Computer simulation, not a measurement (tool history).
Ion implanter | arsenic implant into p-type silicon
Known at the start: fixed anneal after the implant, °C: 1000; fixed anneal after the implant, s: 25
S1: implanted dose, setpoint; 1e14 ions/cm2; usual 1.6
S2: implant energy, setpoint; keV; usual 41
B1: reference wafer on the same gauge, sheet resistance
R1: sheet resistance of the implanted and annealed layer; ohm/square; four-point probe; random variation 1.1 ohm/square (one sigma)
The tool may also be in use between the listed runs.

| run | hour | S1 | S2 | B1 | R1 |
|---|---|---|---|---|---|
| 1 | 0 | 1.6 | 41 | 416.59 | 396.71 |
| 2 | 79 | 1.6 | 52 | 416.3 | 380.69 |
| 3 | 153.9 | 1.6 | 41 | 417.12 | 397.06 |
|  | 206.2 | gauge calibrated |
| 4 | 210.4 | 1.45 | 41 | 416.8 | 425.98 |
| 5 | 282 | 1.45 | 41 | 417.66 | 426.18 |
| 6 | 350.5 | 1.45 | 41 | 417.18 | 427.24 |
|  | 461.3 | extraction supply calibrated |
| 7 | 461.8 | 1.6 | 41 | 417.18 | 398.22 |
| 8 | 534.3 | 1.95 | 36 | 417.21 | 354.77 |
| 9 | 615.8 | 1.95 | 36 | 416.71 | 352.34 |
| 10 | 666.2 | 1.37 | 53.5 | 416.95 | 425.01 |
| 11 | 705.9 | 1.6 | 41 | 416.76 | 401.8 |
| 12 | 770.3 | 1.39 | 31.5 | 417.1 | 461.26 |
| 13 | 813 | 1.8 | 54 | 417.02 | 352.17 |
|  | 836.2 | gauge calibrated |
| 14 | 870.4 | 1.82 | 32.5 | 417.67 | 381.56 |
|  | 941.2 | Faraday cup replaced and dose calibrated |
| 15 | 954 | 1.21 | 49 | 416.58 | 463.94 |
| 16 | 1020.3 | 1.6 | 41 | 417.27 | 395.17 |
| 17 | 1083.8 | 1.78 | 41 | 417.08 | 368.06 |
| 18 | 1163.1 | 1.95 | 55 | 416.88 | 329.15 |
| 19 | 1214.5 | 1.6 | 45.5 | 417.76 | 388.62 |

Forecast each of these 4 alternatives for the next run:
| A | 1214.9 | 1.3 | 41 | ? | ? |
| B | 1214.9 | 1.35 | 48 | ? | ? |
| C | 1214.9 | 1.6 | 46 | ? | ? |
| D | 1214.9 | 1.6 | 52.5 | ? | ? |

| run | B1 | R1 |
|---|---|---|
| A | 417.25 | 457.84 |
| B | 417.25 | 433.6 |
| C | 417.25 | 388.82 |
| D | 417.25 | 380.03 |
Without the tool's hidden state the same runs would have given:
| run | R1 |
|---|---|
| A | 457.37 |
| B | 433.16 |
| C | 388.42 |
| D | 379.64 |
